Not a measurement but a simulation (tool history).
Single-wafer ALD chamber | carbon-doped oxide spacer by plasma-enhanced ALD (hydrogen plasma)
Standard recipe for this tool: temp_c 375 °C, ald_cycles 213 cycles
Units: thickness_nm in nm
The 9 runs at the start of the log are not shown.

| run | hour | temp_c | ald_cycles | read-back reference wafer on the same gauge, thickness_nm | thickness_nm |
|---|---|---|---|---|---|
| 10 | 575.5 | 365 | 232 | 11.219 | 11.839 |
|  | 602.4 | gauge calibrated |
| 11 | 623.7 | 365 | 232 | 11.094 | 11.708 |
| 12 | 661.1 | 375 | 213 | 11.107 | 10.741 |
| 13 | 706.7 | 375 | 213 | 11.12 | 10.699 |
| 14 | 774.2 | 375 | 213 | 11.148 | 10.745 |
| 15 | 798.8 | 375 | 213 | 11.16 | 10.761 |
| 16 | 845.4 | 375 | 213 | 11.166 | 10.758 |
| 17 | 872.4 | 360 | 213 | 11.17 | 10.741 |
|  | 903.4 | thermocouple changed; heater temperature recalibrated |
| 18 | 941.7 | 380 | 213 | 11.188 | 10.811 |
| 19 | 965.9 | 375 | 200 | 11.183 | 10.158 |
| 20 | 1032.6 | 385 | 188 | 11.191 | 9.559 |
| 21 | 1079.3 | 379 | 196 | 11.195 | 9.947 |
| 22 | 1136 | 375 | 226 | 11.2 | 11.463 |
| 23 | 1196.1 | 389 | 195 | 11.215 | 9.951 |
| 24 | 1237.9 | 384 | 213 | 11.216 | 10.811 |
| 25 | 1326.3 | 375 | 213 | 11.226 | 10.786 |
| 26 | 1367.5 | 375 | 213 | 11.23 | 10.777 |
| 27 | 1418.5 | 369 | 229 | 11.231 | 11.675 |
|  | 1560 | gauge calibrated |
| 28 | 1573.6 | 371 | 192 | 11.079 | 9.627 |
| 29 | 1632.5 | 368 | 196 | 11.097 | 9.842 |
| 30 | 1682.7 | 368 | 179 | 11.116 | 9.021 |
| 31 | 1730 | 360 | 232 | 11.128 | 11.638 |
| 32 | 1765.1 | 375 | 213 | 11.135 | 10.76 |

What if the next run were any one of these 3? Each begins from the tool's condition after run 32:
| A | 1765.8 | 375 | 194 | ? | ? |
| B | 1765.8 | 375 | 225 | ? | ? |
| C | 1765.8 | 365 | 213 | ? | ? |

| run | read-back reference wafer on the same gauge, thickness_nm | thickness_nm |
|---|---|---|
| A | 11.131 | 9.815 |
| B | 11.131 | 11.383 |
| C | 11.131 | 10.776 |
Stripped of hidden state, with their random variation kept, the same runs would have yielded:
| run | thickness_nm |
|---|---|
| A | 9.781 |
| B | 11.344 |
| C | 10.739 |
